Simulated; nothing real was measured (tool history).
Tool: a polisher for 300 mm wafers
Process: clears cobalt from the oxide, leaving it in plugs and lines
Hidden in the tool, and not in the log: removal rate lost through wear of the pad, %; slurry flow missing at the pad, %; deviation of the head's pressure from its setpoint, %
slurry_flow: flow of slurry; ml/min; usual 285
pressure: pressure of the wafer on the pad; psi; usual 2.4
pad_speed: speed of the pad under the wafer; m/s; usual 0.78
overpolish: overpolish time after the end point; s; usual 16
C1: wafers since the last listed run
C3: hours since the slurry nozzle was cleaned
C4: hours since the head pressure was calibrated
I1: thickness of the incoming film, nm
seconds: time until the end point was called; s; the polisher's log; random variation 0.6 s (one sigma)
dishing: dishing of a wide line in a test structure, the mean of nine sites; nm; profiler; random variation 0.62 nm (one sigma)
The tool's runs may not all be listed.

run 1 hour=0 | slurry_flow=285 pressure=2.4 pad_speed=0.78 overpolish=16 | C1=0 wafers_polished_on_this_pad=78 C3=211.8 C4=758.4 | I1=202.2 | seconds=35.2 dishing=48
run 2 hour=35.9 | slurry_flow=285 pressure=2.4 pad_speed=0.78 overpolish=16 | C1=473 wafers_polished_on_this_pad=552 C3=247.7 C4=794.3 | I1=197.4 | seconds=34.5 dishing=47.3
-- hour=103.7 slurry nozzle cleaned
run 3 hour=123.7 | slurry_flow=285 pressure=1.8 pad_speed=0.78 overpolish=11 | C1=1144 wafers_polished_on_this_pad=1696 C3=20 C4=882.1 | I1=197.5 | seconds=45.6 dishing=32.6
run 4 hour=136.2 | slurry_flow=285 pressure=2.4 pad_speed=0.78 overpolish=16 | C1=164 wafers_polished_on_this_pad=1861 C3=32.5 C4=894.6 | I1=198.7 | seconds=33.4 dishing=48.3
-- hour=162.4 worn pad replaced by a new one
run 5 hour=166.3 | slurry_flow=245 pressure=2.4 pad_speed=0.78 overpolish=16 | C1=344 wafers_polished_on_this_pad=50 C3=62.6 C4=924.7 | I1=198.8 | seconds=35.4 dishing=48.1
run 6 hour=180.6 | slurry_flow=285 pressure=2.4 pad_speed=0.78 overpolish=16 | C1=188 wafers_polished_on_this_pad=239 C3=76.9 C4=939 | I1=203.5 | seconds=35.9 dishing=46.3
run 7 hour=193.4 | slurry_flow=285 pressure=2.4 pad_speed=0.78 overpolish=16 | C1=168 wafers_polished_on_this_pad=408 C3=89.7 C4=951.8 | I1=200.4 | seconds=34.2 dishing=47.2
run 8 hour=218.3 | slurry_flow=285 pressure=2.4 pad_speed=0.78 overpolish=16 | C1=328 wafers_polished_on_this_pad=736 C3=114.6 C4=976.7 | I1=198.9 | seconds=34.1 dishing=48
run 9 hour=250.2 | slurry_flow=285 pressure=2.4 pad_speed=0.78 overpolish=16 | C1=420 wafers_polished_on_this_pad=1157 C3=146.5 C4=1008.6 | I1=197.6 | seconds=34 dishing=48.3
run 10 hour=266 | slurry_flow=285 pressure=2.4 pad_speed=0.78 overpolish=16 | C1=208 wafers_polished_on_this_pad=1365 C3=162.3 C4=1024.4 | I1=200.9 | seconds=34.5 dishing=47
-- hour=300.5 worn pad replaced by a new one
run 11 hour=301 | slurry_flow=285 pressure=2.4 pad_speed=0.78 overpolish=16 | C1=408 wafers_polished_on_this_pad=6 C3=197.3 C4=1059.4 | I1=197.5 | seconds=34 dishing=48.4
run 12 hour=332.7 | slurry_flow=285 pressure=2.4 pad_speed=0.78 overpolish=16 | C1=418 wafers_polished_on_this_pad=424 C3=229 C4=1091.1 | I1=199.6 | seconds=34.9 dishing=48.7
-- hour=338 head pressure recalibrated
-- hour=342.7 slurry nozzle cleaned
run 13 hour=363.4 | slurry_flow=285 pressure=2.4 pad_speed=0.78 overpolish=16 | C1=365 wafers_polished_on_this_pad=790 C3=20.7 C4=25.4 | I1=197.5 | seconds=37.6 dishing=44.1
run 14 hour=383.3 | slurry_flow=355 pressure=3.1 pad_speed=0.78 overpolish=16 | C1=262 wafers_polished_on_this_pad=1052 C3=40.6 C4=45.3 | I1=200.8 | seconds=29.6 dishing=51.4
-- hour=432.4 worn pad replaced by a new one
run 15 hour=467.5 | slurry_flow=285 pressure=2.4 pad_speed=0.94 overpolish=16 | C1=1057 wafers_polished_on_this_pad=462 C3=124.8 C4=129.5 | I1=201.6 | seconds=33.9 dishing=49.7
run 16 hour=498.6 | slurry_flow=335 pressure=1.9 pad_speed=0.66 overpolish=19 | C1=410 wafers_polished_on_this_pad=872 C3=155.9 C4=160.6 | I1=200.8 | seconds=54.2 dishing=42
run 17 hour=524.6 | slurry_flow=285 pressure=1.6 pad_speed=0.78 overpolish=7 | C1=342 wafers_polished_on_this_pad=1215 C3=181.9 C4=186.6 | I1=201.5 | seconds=55.7 dishing=19.5
run 18 hour=549.4 | slurry_flow=260 pressure=1.8 pad_speed=0.78 overpolish=8 | C1=327 wafers_polished_on_this_pad=1542 C3=206.7 C4=211.4 | I1=198.1 | seconds=48.8 dishing=24.5
-- hour=562.6 worn pad replaced by a new one
run 19 hour=584.6 | slurry_flow=285 pressure=2.4 pad_speed=0.78 overpolish=16 | C1=411 wafers_polished_on_this_pad=289 C3=241.9 C4=246.6 | I1=199.5 | seconds=36.9 dishing=46.8
run 20 hour=611 | slurry_flow=285 pressure=2.4 pad_speed=0.78 overpolish=16 | C1=348 wafers_polished_on_this_pad=637 C3=268.3 C4=273 | I1=200.1 | seconds=35.9 dishing=47.8
run 21 hour=626 | slurry_flow=285 pressure=2.9 pad_speed=1 overpolish=13 | C1=197 wafers_polished_on_this_pad=835 C3=283.3 C4=288 | I1=199.5 | seconds=24.9 dishing=49.7
-- hour=632.4 slurry nozzle cleaned
run 22 hour=654.3 | slurry_flow=285 pressure=2.9 pad_speed=0.54 overpolish=16 | C1=360 wafers_polished_on_this_pad=1195 C3=21.9 C4=316.3 | I1=201.1 | seconds=40 dishing=44.5
run 23 hour=673.1 | slurry_flow=285 pressure=3 pad_speed=0.96 overpolish=24 | C1=247 wafers_polished_on_this_pad=1443 C3=40.7 C4=335.1 | I1=197.8 | seconds=24.3 dishing=61.6
run 24 hour=696.8 | slurry_flow=285 pressure=2.4 pad_speed=0.78 overpolish=16 | C1=312 wafers_polished_on_this_pad=1756 C3=64.4 C4=358.8 | I1=202.2 | seconds=37.3 dishing=46.8
-- hour=703.2 worn pad replaced by a new one
run 25 hour=715.1 | slurry_flow=375 pressure=3.1 pad_speed=0.88 overpolish=16 | C1=188 wafers_polished_on_this_pad=156 C3=82.7 C4=377.1 | I1=200 | seconds=24.9 dishing=54.1
run 26 hour=747.2 | slurry_flow=375 pressure=2.4 pad_speed=0.54 overpolish=11 | C1=423 wafers_polished_on_this_pad=580 C3=114.8 C4=409.2 | I1=198.3 | seconds=46.1 dishing=31.6

3 ways to go on from here, each from the tool as it stands after run 26. What would each give?
run A hour=747.6 | slurry_flow=185 pressure=2.4 pad_speed=0.78 overpolish=16 | C1=5 wafers_polished_on_this_pad=585 C3=115.2 C4=409.6 | I1=197.9 | seconds=? dishing=?
run B hour=747.6 | slurry_flow=225 pressure=2.4 pad_speed=0.78 overpolish=10 | C1=5 wafers_polished_on_this_pad=585 C3=115.2 C4=409.6 | I1=197.9 | seconds=? dishing=?
run C hour=747.6 | slurry_flow=285 pressure=2.8 pad_speed=0.78 overpolish=16 | C1=5 wafers_polished_on_this_pad=585 C3=115.2 C4=409.6 | I1=197.9 | seconds=? dishing=?

run=A seconds=36.5 dishing=46.6
run=B seconds=36.1 dishing=35.6
run=C seconds=30.6 dishing=50.6
Without the tool's hidden state the same runs would have given:
run=A seconds=39.8 dishing=44.6
run=B seconds=39.3 dishing=33.6
run=C seconds=33.2 dishing=48.8

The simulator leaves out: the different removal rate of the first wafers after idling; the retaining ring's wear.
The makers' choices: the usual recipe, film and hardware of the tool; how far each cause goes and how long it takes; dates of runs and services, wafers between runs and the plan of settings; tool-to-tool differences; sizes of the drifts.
